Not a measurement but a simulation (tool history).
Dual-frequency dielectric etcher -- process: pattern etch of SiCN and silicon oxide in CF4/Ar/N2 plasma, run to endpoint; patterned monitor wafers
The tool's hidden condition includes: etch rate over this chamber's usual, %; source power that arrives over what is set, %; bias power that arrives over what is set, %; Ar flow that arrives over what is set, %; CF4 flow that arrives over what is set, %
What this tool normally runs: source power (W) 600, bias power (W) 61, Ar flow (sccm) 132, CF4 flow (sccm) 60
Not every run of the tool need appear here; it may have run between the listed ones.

run   hour  source power (W)  bias power (W)  Ar flow (sccm)  CF4 flow (sccm)  wafers since the last listed run  hours since the last wet clean  hours since the last source power generator calibration  hours since the last bias power generator calibration  hours since the last Ar flow controller change  hours since the last CF4 flow controller change  hours since the last upper electrode change  incoming incoming film thickness, nm  endpoint time (s)
  1    0.0               600              61             108               60                                 0                           328.4                                                   1548.4                                                 3216.7                                          4989.4                                           4965.4                                       5662.2                                 13.16               11.4
  2   17.3               600              61             108               60                               272                           345.7                                                   1565.7                                                 3234.0                                          5006.7                                           4982.7                                       5679.5                                 13.17               11.3
  3   29.4               600              61             132               55                               190                           357.8                                                   1577.8                                                 3246.1                                          5018.8                                           4994.8                                       5691.6                                 13.14               11.8
  4   41.6               600              61             132               55                               192                           370.0                                                   1590.0                                                 3258.3                                          5031.0                                           5007.0                                       5703.8                                 13.16               11.8
  5   58.1               600              61             132               55                               260                           386.5                                                   1606.5                                                 3274.8                                          5047.5                                           5023.5                                       5720.3                                 13.04               11.7
  6   91.8               600              61             132               60                               531                           420.2                                                   1640.2                                                 3308.5                                          5081.2                                           5057.2                                       5754.0                                 13.27               11.6
  7  115.8               600              61             132               60                               378                           444.2                                                   1664.2                                                 3332.5                                          5105.2                                           5081.2                                       5778.0                                 13.08               11.3
     144.4  -- wet clean of the chamber
  8  144.9               600              61             156               60                                80                             0.5                                                   1693.3                                                 3361.6                                          5134.3                                           5110.3                                       5807.1                                 13.04               11.8
  9  214.2               510              48             132               74                              1093                            69.8                                                   1762.6                                                 3430.9                                          5203.6                                           5179.6                                       5876.4                                 13.05               13.6
 10  249.2               510              48             132               74                               552                           104.8                                                   1797.6                                                 3465.9                                          5238.6                                           5214.6                                       5911.4                                 13.05               13.5
 11  266.3               750              75             132               60                               269                           121.9                                                   1814.7                                                 3483.0                                          5255.7                                           5231.7                                       5928.5                                 13.16                8.8
 12  278.9               460              52             156               71                               198                           134.5                                                   1827.3                                                 3495.6                                          5268.3                                           5244.3                                       5941.1                                 13.03               14.9
 13  302.8               600              72             147               65                               377                           158.4                                                   1851.2                                                 3519.5                                          5292.2                                           5268.2                                       5965.0                                 13.27               10.8
     333.1  -- bias power generator calibrated
     345.0  -- upper electrode replaced
 14  345.5               550              46             152               72                               422                           201.1                                                   1893.9                                                   12.4                                          5334.9                                           5310.9                                          0.5                                 13.08               13.0
 15  360.4               600              61             132               60                               235                           216.0                                                   1908.8                                                   27.3                                          5349.8                                           5325.8                                         15.4                                 13.04               11.3
     371.4  -- CF4 flow controller replaced
     388.2  -- source power generator calibrated
 16  392.3               600              61             132               70                               345                           247.9                                                      4.1                                                   59.2                                          5381.7                                             20.9                                         47.3                                 13.15               11.5
     403.2  -- Ar flow controller replaced
 17  405.8               480              68             103               51                               118                           261.4                                                     17.6                                                   72.7                                             2.6                                             34.4                                         60.8                                 12.95               14.2
 18  434.8               480              61             132               60                               457                           290.4                                                     46.6                                                  101.7                                            31.6                                             63.4                                         89.8                                 13.09               14.6
 19  453.3               600              61             132               60                               291                           308.9                                                     65.1                                                  120.2                                            50.1                                             81.9                                        108.3                                 13.18               12.0
 20  488.4               600              61             132               60                               553                           344.0                                                    100.2                                                  155.3                                            85.2                                            117.0                                        143.4                                 13.12               12.0
 21  518.4               600              57             120               73                               473                           374.0                                                    130.2                                                  185.3                                           115.2                                            147.0                                        173.4                                 13.01               11.4
 22  532.9               740              55             112               64                               228                           388.5                                                    144.7                                                  199.8                                           129.7                                            161.5                                        187.9                                 13.13                9.9
 23  548.9               600              61             132               60                               252                           404.5                                                    160.7                                                  215.8                                           145.7                                            177.5                                        203.9                                 13.08               11.8

Each row is a separate what-if for the run after 23, all from the same tool condition, not one after another. Results?
  A  549.3               600              61             132               60                                 6                           404.9                                                    161.1                                                  216.2                                           146.1                                            177.9                                        204.3                                 13.12                  ?
  B  549.3               600              69             113               60                                 6                           404.9                                                    161.1                                                  216.2                                           146.1                                            177.9                                        204.3                                 13.12                  ?
  C  549.3               600              61             147               50                                 6                           404.9                                                    161.1                                                  216.2                                           146.1                                            177.9                                        204.3                                 13.12                  ?
  D  549.3               730              51             132               65                                 6                           404.9                                                    161.1                                                  216.2                                           146.1                                            177.9                                        204.3                                 13.12                  ?
  E  549.3               510              73             143               60                                 6                           404.9                                                    161.1                                                  216.2                                           146.1                                            177.9                                        204.3                                 13.12                  ?

run  endpoint time (s)
  A               11.9
  B               11.2
  C               12.7
  D               10.3
  E               13.0
What these runs would have given with no unlogged condition in the tool:
run  endpoint time (s)
  A               12.1
  B               11.4
  C               12.9
  D               10.5
  E               13.2

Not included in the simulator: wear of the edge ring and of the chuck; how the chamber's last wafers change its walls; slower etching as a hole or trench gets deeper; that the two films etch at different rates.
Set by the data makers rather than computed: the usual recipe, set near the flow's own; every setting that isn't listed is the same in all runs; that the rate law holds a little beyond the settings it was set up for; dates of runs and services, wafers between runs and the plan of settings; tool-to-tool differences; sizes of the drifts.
